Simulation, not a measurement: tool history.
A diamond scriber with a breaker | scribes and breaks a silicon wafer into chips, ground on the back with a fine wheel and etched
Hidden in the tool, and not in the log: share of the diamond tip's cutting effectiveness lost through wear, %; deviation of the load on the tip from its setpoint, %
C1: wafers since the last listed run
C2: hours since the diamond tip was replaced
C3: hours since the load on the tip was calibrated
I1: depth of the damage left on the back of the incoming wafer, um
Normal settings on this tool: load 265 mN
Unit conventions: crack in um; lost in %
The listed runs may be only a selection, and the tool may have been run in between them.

Run 1, hour 0: usual settings but load 286 mN; C1 0; C2 1142.4; C3 465.1; I1 0.3. Result: crack 11.12 um, lost 1.74 %.
At hour 18.3: diamond tip replaced by a new one.
Run 2, hour 57: usual settings but load 238 mN; C1 76; C2 38.7; C3 522.1; I1 0.74. Result: crack 10.34 um, lost 1.78 %.
Run 3, hour 226.1: usual settings but load 238 mN; C1 235; C2 207.8; C3 691.2; I1 0.78. Result: crack 10.29 um, lost 1.87 %.
Run 4, hour 257.2: usual settings but load 318 mN; C1 43; C2 238.9; C3 722.3; I1 0.78. Result: crack 11.8 um, lost 2.73 %.
Run 5, hour 296.6: usual settings but load 318 mN; C1 54; C2 278.3; C3 761.7; I1 0.71. Result: crack 11.62 um, lost 2.9 %.
Run 6, hour 345.6: usual settings but load 318 mN; C1 68; C2 327.3; C3 810.7; I1 0.73. Result: crack 11.84 um, lost 2.73 %.
Run 7, hour 372: usual settings; C1 36; C2 353.7; C3 837.1; I1 0.44. Result: crack 10.45 um, lost 1.33 %.
Run 8, hour 400.3: usual settings but load 208 mN; C1 39; C2 382; C3 865.4; I1 0.3. Result: crack 9.51 um, lost 3.39 %.
Run 9, hour 434.7: usual settings but load 208 mN; C1 47; C2 416.4; C3 899.8; I1 0.77. Result: crack 9.44 um, lost 3.52 %.
Run 10, hour 476: usual settings but load 208 mN; C1 57; C2 457.7; C3 941.1; I1 0.75. Result: crack 9.5 um, lost 3.71 %.
Run 11, hour 536.8: usual settings; C1 84; C2 518.5; C3 1001.9; I1 0.68. Result: crack 10.63 um, lost 1.38 %.
Run 12, hour 602.2: usual settings; C1 90; C2 583.9; C3 1067.3; I1 0.62. Result: crack 10.61 um, lost 1.46 %.
Run 13, hour 660.2: usual settings; C1 80; C2 641.9; C3 1125.3; I1 0.52. Result: crack 10.75 um, lost 1.49 %.
Run 14, hour 719.1: usual settings; C1 81; C2 700.8; C3 1184.2; I1 0.68. Result: crack 10.88 um, lost 1.54 %.
At hour 729.4: load on the tip recalibrated.
Run 15, hour 767.6: usual settings but load 209 mN; C1 64; C2 749.3; C3 38.2; I1 0.53. Result: crack 9.68 um, lost 3.45 %.
Run 16, hour 815.6: usual settings but load 324 mN; C1 66; C2 797.3; C3 86.2; I1 0.53. Result: crack 11.92 um, lost 2.8 %.
Run 17, hour 870.8: usual settings; C1 76; C2 852.5; C3 141.4; I1 0.74. Result: crack 10.71 um, lost 1.47 %.
Run 18, hour 901.1: usual settings; C1 42; C2 882.8; C3 171.7; I1 0.75. Result: crack 10.84 um, lost 1.53 %.
Run 19, hour 932.5: usual settings; C1 43; C2 914.2; C3 203.1; I1 0.59. Result: crack 10.69 um, lost 1.4 %.
Run 20, hour 956.9: usual settings but load 190 mN; C1 33; C2 938.6; C3 227.5; I1 0.64. Result: crack 9.16 um, lost 5.21 %.
Run 21, hour 991: usual settings but load 324 mN; C1 47; C2 972.7; C3 261.6; I1 0.3. Result: crack 11.93 um, lost 3.08 %.
Run 22, hour 1036.5: usual settings but load 200 mN; C1 63; C2 1018.2; C3 307.1; I1 0.35. Result: crack 9.37 um, lost 4.17 %.
Run 23, hour 1069.1: usual settings; C1 45; C2 1050.8; C3 339.7; I1 0.3. Result: crack 10.86 um, lost 1.53 %.
Run 24, hour 1118.2: usual settings but load 220 mN; C1 68; C2 1099.9; C3 388.8; I1 0.75. Result: crack 9.82 um, lost 2.67 %.
At hour 1128.3: diamond tip replaced by a new one.
Run 25, hour 1148.6: usual settings but load 289 mN; C1 39; C2 20.3; C3 419.2; I1 0.71. Result: crack 11.15 um, lost 1.77 %.
Run 26, hour 1211.2: usual settings; C1 87; C2 82.9; C3 481.8; I1 0.77. Result: crack 10.62 um, lost 1.32 %.
Run 27, hour 1262: usual settings but load 309 mN; C1 70; C2 133.7; C3 532.6; I1 0.57. Result: crack 11.44 um, lost 2.32 %.
Run 28, hour 1292.8: usual settings but load 198 mN; C1 42; C2 164.5; C3 563.4; I1 0.61. Result: crack 9.69 um, lost 4.07 %.
Run 29, hour 1322.5: usual settings but load 204 mN; C1 41; C2 194.2; C3 593.1; I1 0.45. Result: crack 9.62 um, lost 3.85 %.
Run 30, hour 1358.1: usual settings but load 240 mN; C1 49; C2 229.8; C3 628.7; I1 0.44. Result: crack 10.18 um, lost 1.7 %.
Run 31, hour 1390.1: usual settings; C1 44; C2 261.8; C3 660.7; I1 0.55. Result: crack 10.72 um, lost 1.33 %.
Run 32, hour 1426.4: usual settings but load 286 mN; C1 50; C2 298.1; C3 697; I1 0.63. Result: crack 11.25 um, lost 1.63 %.
Run 33, hour 1481.4: usual settings but load 295 mN; C1 76; C2 353.1; C3 752; I1 0.59. Result: crack 11.36 um, lost 2 %.
Run 34, hour 1528: usual settings; C1 64; C2 399.7; C3 798.6; I1 0.57. Result: crack 10.88 um, lost 1.33 %.

The next listed run, before its measurement:
Run 35, hour 1555.4: usual settings but load 196 mN; C1 38; C2 427.1; C3 826; I1 0.59. Result: crack ?, lost ?.

crack: 9.22 um
lost: 4.88 %
Had the tool carried no hidden state, the very same run would have given crack 9.22 um, lost 4.88 %.

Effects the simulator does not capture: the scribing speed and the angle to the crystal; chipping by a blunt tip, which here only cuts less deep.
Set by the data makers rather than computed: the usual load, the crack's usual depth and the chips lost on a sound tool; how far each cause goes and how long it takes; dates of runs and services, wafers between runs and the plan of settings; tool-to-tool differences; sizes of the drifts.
